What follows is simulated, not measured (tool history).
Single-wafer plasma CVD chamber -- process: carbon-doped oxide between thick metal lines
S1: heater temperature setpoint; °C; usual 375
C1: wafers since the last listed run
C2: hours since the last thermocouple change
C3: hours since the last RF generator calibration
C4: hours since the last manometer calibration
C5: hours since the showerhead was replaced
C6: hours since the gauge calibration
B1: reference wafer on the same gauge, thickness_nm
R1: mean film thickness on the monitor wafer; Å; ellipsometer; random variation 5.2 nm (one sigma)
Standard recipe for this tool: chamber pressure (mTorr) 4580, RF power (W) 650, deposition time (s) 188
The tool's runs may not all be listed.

{"run": 1, "hour": 0.0, "S1": 375, "chamber pressure (mTorr)": 4580, "RF power (W)": 650, "deposition time (s)": 188, "C1": 0, "C2": 487, "C3": 192.9, "C4": 1620.9, "C5": 2735.8, "C6": 77.2, "B1": 836.179, "R1": 8592.27}
{"run": 2, "hour": 32.2, "S1": 375, "chamber pressure (mTorr)": 4580, "RF power (W)": 650, "deposition time (s)": 188, "C1": 277, "C2": 519.2, "C3": 225.1, "C4": 1653.1, "C5": 2768, "C6": 109.4, "B1": 835.518, "R1": 8409.8}
{"run": 3, "hour": 56.9, "S1": 375, "chamber pressure (mTorr)": 4580, "RF power (W)": 650, "deposition time (s)": 188, "C1": 213, "C2": 543.9, "C3": 249.8, "C4": 1677.8, "C5": 2792.7, "C6": 134.1, "B1": 837.341, "R1": 8543.63}
{"run": 4, "hour": 119.1, "S1": 370, "chamber pressure (mTorr)": 4580, "RF power (W)": 650, "deposition time (s)": 188, "C1": 536, "C2": 606.1, "C3": 312, "C4": 1740, "C5": 2854.9, "C6": 196.3, "B1": 835.292, "R1": 8578.96}
{"run": 5, "hour": 172.5, "S1": 370, "chamber pressure (mTorr)": 4580, "RF power (W)": 650, "deposition time (s)": 188, "C1": 460, "C2": 659.5, "C3": 365.4, "C4": 1793.4, "C5": 2908.3, "C6": 249.7, "B1": 836.054, "R1": 8567.21}
{"run": 6, "hour": 219.5, "S1": 375, "chamber pressure (mTorr)": 4580, "RF power (W)": 650, "deposition time (s)": 188, "C1": 405, "C2": 706.5, "C3": 412.4, "C4": 1840.4, "C5": 2955.3, "C6": 296.7, "B1": 833.81, "R1": 8378.79}
{"run": 7, "hour": 260.9, "S1": 375, "chamber pressure (mTorr)": 4580, "RF power (W)": 650, "deposition time (s)": 188, "C1": 357, "C2": 747.9, "C3": 453.8, "C4": 1881.8, "C5": 2996.7, "C6": 338.1, "B1": 836.713, "R1": 8360.56}
{"hour": 308.4, "done": "showerhead replaced, of another model than before"}
{"run": 8, "hour": 308.9, "S1": 375, "chamber pressure (mTorr)": 4580, "RF power (W)": 650, "deposition time (s)": 165, "C1": 345, "C2": 795.9, "C3": 501.8, "C4": 1929.8, "C5": 0.5, "C6": 386.1, "B1": 837.025, "R1": 7403.02}
{"run": 9, "hour": 332.5, "S1": 375, "chamber pressure (mTorr)": 4580, "RF power (W)": 650, "deposition time (s)": 165, "C1": 203, "C2": 819.5, "C3": 525.4, "C4": 1953.4, "C5": 24.1, "C6": 409.7, "B1": 835.184, "R1": 7413.87}
{"hour": 363.0, "done": "gauge calibrated"}
{"run": 10, "hour": 400.9, "S1": 375, "chamber pressure (mTorr)": 4580, "RF power (W)": 650, "deposition time (s)": 165, "C1": 590, "C2": 887.9, "C3": 593.8, "C4": 2021.8, "C5": 92.5, "C6": 37.9, "B1": 836.768, "R1": 7393.39}
{"run": 11, "hour": 461.5, "S1": 370, "chamber pressure (mTorr)": 4580, "RF power (W)": 650, "deposition time (s)": 188, "C1": 522, "C2": 948.5, "C3": 654.4, "C4": 2082.4, "C5": 153.1, "C6": 98.5, "B1": 836.79, "R1": 8510.7}
{"run": 12, "hour": 532.2, "S1": 385, "chamber pressure (mTorr)": 4580, "RF power (W)": 540, "deposition time (s)": 188, "C1": 610, "C2": 1019.2, "C3": 725.1, "C4": 2153.1, "C5": 223.8, "C6": 169.2, "B1": 837.795, "R1": 7828.08}
{"hour": 578.8, "done": "thermocouple changed; heater temperature recalibrated"}
{"hour": 593.1, "done": "capacitance manometer re-zeroed and calibrated"}
{"run": 13, "hour": 593.6, "S1": 375, "chamber pressure (mTorr)": 4580, "RF power (W)": 650, "deposition time (s)": 188, "C1": 391, "C2": 14.8, "C3": 786.5, "C4": 0.5, "C5": 285.2, "C6": 230.6, "B1": 836.149, "R1": 8478.1}
{"hour": 618.0, "done": "RF generator calibrated"}
{"run": 14, "hour": 632.4, "S1": 375, "chamber pressure (mTorr)": 4580, "RF power (W)": 650, "deposition time (s)": 188, "C1": 265, "C2": 53.6, "C3": 14.4, "C4": 39.3, "C5": 324, "C6": 269.4, "B1": 837.122, "R1": 8723.51}
{"run": 15, "hour": 700.1, "S1": 382, "chamber pressure (mTorr)": 4580, "RF power (W)": 650, "deposition time (s)": 188, "C1": 584, "C2": 121.3, "C3": 82.1, "C4": 107, "C5": 391.7, "C6": 337.1, "B1": 835.543, "R1": 8455.2}
{"run": 16, "hour": 758.7, "S1": 375, "chamber pressure (mTorr)": 4580, "RF power (W)": 690, "deposition time (s)": 188, "C1": 505, "C2": 179.9, "C3": 140.7, "C4": 165.6, "C5": 450.3, "C6": 395.7, "B1": 835.545, "R1": 8722.98}
{"run": 17, "hour": 805.2, "S1": 375, "chamber pressure (mTorr)": 4580, "RF power (W)": 650, "deposition time (s)": 188, "C1": 401, "C2": 226.4, "C3": 187.2, "C4": 212.1, "C5": 496.8, "C6": 442.2, "B1": 835.927, "R1": 8494.76}
{"run": 18, "hour": 867.0, "S1": 375, "chamber pressure (mTorr)": 4580, "RF power (W)": 765, "deposition time (s)": 202, "C1": 533, "C2": 288.2, "C3": 249, "C4": 273.9, "C5": 558.6, "C6": 504, "B1": 836.312, "R1": 9706.06}
{"hour": 894.1, "done": "gauge calibrated"}
{"run": 19, "hour": 916.8, "S1": 375, "chamber pressure (mTorr)": 5020, "RF power (W)": 650, "deposition time (s)": 188, "C1": 429, "C2": 338, "C3": 298.8, "C4": 323.7, "C5": 608.4, "C6": 22.7, "B1": 834.138, "R1": 8607.88}
{"run": 20, "hour": 965.9, "S1": 361, "chamber pressure (mTorr)": 4580, "RF power (W)": 650, "deposition time (s)": 175, "C1": 423, "C2": 387.1, "C3": 347.9, "C4": 372.8, "C5": 657.5, "C6": 71.8, "B1": 836.585, "R1": 8194.45}

Predict each of these 5 candidate next runs independently; none follows another, all start after run 20:
{"run": "A", "hour": 966.4, "S1": 375, "chamber pressure (mTorr)": 3680, "RF power (W)": 650, "deposition time (s)": 188, "C1": 4, "C2": 387.6, "C3": 348.4, "C4": 373.3, "C5": 658, "C6": 72.3, "B1": "?", "R1": "?"}
{"run": "B", "hour": 966.4, "S1": 375, "chamber pressure (mTorr)": 4200, "RF power (W)": 545, "deposition time (s)": 203, "C1": 4, "C2": 387.6, "C3": 348.4, "C4": 373.3, "C5": 658, "C6": 72.3, "B1": "?", "R1": "?"}
{"run": "C", "hour": 966.4, "S1": 388, "chamber pressure (mTorr)": 3770, "RF power (W)": 775, "deposition time (s)": 161, "C1": 4, "C2": 387.6, "C3": 348.4, "C4": 373.3, "C5": 658, "C6": 72.3, "B1": "?", "R1": "?"}
{"run": "D", "hour": 966.4, "S1": 368, "chamber pressure (mTorr)": 4270, "RF power (W)": 650, "deposition time (s)": 188, "C1": 4, "C2": 387.6, "C3": 348.4, "C4": 373.3, "C5": 658, "C6": 72.3, "B1": "?", "R1": "?"}
{"run": "E", "hour": 966.4, "S1": 369, "chamber pressure (mTorr)": 3760, "RF power (W)": 775, "deposition time (s)": 177, "C1": 4, "C2": 387.6, "C3": 348.4, "C4": 373.3, "C5": 658, "C6": 72.3, "B1": "?", "R1": "?"}

run=A B1=835.365 R1=8258.94
run=B B1=835.365 R1=8615.3
run=C B1=835.365 R1=7318.89
run=D B1=835.365 R1=8586.94
run=E B1=835.365 R1=8378.41
Without the tool's unlogged condition, the same runs would have read:
run=A R1=8431.37
run=B R1=8795.17
run=C R1=7467.3
run=D R1=8766.22
run=E R1=8548.31
